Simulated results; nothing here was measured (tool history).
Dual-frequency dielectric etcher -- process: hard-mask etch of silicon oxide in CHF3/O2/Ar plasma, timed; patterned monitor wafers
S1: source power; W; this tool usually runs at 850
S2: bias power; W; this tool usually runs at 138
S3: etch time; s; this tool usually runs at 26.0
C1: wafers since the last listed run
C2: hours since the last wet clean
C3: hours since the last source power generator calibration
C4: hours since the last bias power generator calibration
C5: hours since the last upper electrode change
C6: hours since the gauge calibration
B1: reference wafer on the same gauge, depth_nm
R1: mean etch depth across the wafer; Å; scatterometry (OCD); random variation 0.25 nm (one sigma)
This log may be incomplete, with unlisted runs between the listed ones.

run    hour    S1   S2    S3    C1     C2      C3      C4      C5      C6    B1   R1
  1     0.0   850  138  26.0     0  279.9  2261.5  1189.0  1190.0  1425.2  44.5  544
  2    67.1   850  138  26.0  1004  347.0  2328.6  1256.1  1257.1  1492.3  44.4  548
  3   165.5   850  122  29.5  1473  445.4  2427.0  1354.5  1355.5  1590.7  44.5  602
      246.4  -- wet clean of the chamber, repeated, since the last time left the tool worse
  4   251.1   850  122  29.5   922    4.7  2512.6  1440.1  1441.1  1676.3  44.5  569
  5   326.3   800  138  26.0  1126   79.9  2587.8  1515.3  1516.3  1751.5  44.5  509
  6   432.3   800  138  26.0  1587  185.9  2693.8  1621.3  1622.3  1857.5  44.5  510
  7   504.8   850  138  26.0  1085  258.4  2766.3  1693.8  1694.8  1930.0  44.5  520
  8   567.7   850  138  26.0   942  321.3  2829.2  1756.7  1757.7  1992.9  44.6  524
  9   620.3   850  138  26.0   787  373.9  2881.8  1809.3  1810.3  2045.5  44.4  522
 10   717.2   980  161  18.0  1451  470.8  2978.7  1906.2  1907.2  2142.4  44.5  399
 11   783.5   850  138  26.0   992  537.1  3045.0  1972.5  1973.5  2208.7  44.4  527
 12   845.4   650  150  20.5   927  599.0  3106.9  2034.4  2035.4  2270.6  44.6  396
      921.7  -- wet clean of the chamber
 13   934.1   850  162  29.5   968   12.4  3195.6  2123.1  2124.1  2359.3  44.5  614
 14   983.3   850  138  26.0   736   61.6  3244.8  2172.3  2173.3  2408.5  44.4  518
     1020.1  -- bias power generator calibrated
 15  1063.7   690  166  20.0  1144  142.0  3325.2    43.6  2253.7  2488.9  44.4  400
     1140.1  -- gauge calibrated
 16  1166.1   850  138  19.5  1533  244.4  3427.6   146.0  2356.1    26.0  44.5  392
 17  1257.9   770  138  18.5  1374  336.2  3519.4   237.8  2447.9   117.8  44.5  362
     1300.8  -- source power generator calibrated
     1331.1  -- upper electrode replaced
 18  1342.1   650  167  32.5   841  420.4    41.3   322.0    11.0   202.0  44.6  648
 19  1402.8   970  128  20.0   909  481.1   102.0   382.7    71.7   262.7  44.6  417
 20  1441.5   850  138  26.0   579  519.8   140.7   421.4   110.4   301.4  44.6  529
 21  1517.4   910  138  26.0  1136  595.7   216.6   497.3   186.3   377.3  44.4  543
     1566.1  -- wet clean of the chamber
 22  1623.9   660  112  33.0  1235   57.8   323.1   603.8   292.8   483.8  44.4  572
 23  1669.7   850  116  26.0   685  103.6   368.9   649.6   338.6   529.6  44.5  493
 24  1723.5  1010  127  29.0   805  157.4   422.7   703.4   392.4   583.4  44.6  591
 25  1783.7   850  123  32.0   901  217.6   482.9   763.6   452.6   643.6  44.6  617
 26  1886.7   710  138  26.0  1542  320.6   585.9   866.6   555.6   746.6  44.4  497
 27  1968.6   660  112  33.0  1226  402.5   667.8   948.5   637.5   828.5  44.5  581
 28  2054.3   720  168  20.5  1283  488.2   753.5  1034.2   723.2   914.2  44.5  424

For run 29, what comes out?
 29  2148.0  990  110  26.0  1403  581.9  847.2  1127.9  816.9  1007.9   ?   ?

{"run 29": {"B1": 44.6, "R1": 518}}
With no hidden state in the tool, this same run would have given R1 507 Å.

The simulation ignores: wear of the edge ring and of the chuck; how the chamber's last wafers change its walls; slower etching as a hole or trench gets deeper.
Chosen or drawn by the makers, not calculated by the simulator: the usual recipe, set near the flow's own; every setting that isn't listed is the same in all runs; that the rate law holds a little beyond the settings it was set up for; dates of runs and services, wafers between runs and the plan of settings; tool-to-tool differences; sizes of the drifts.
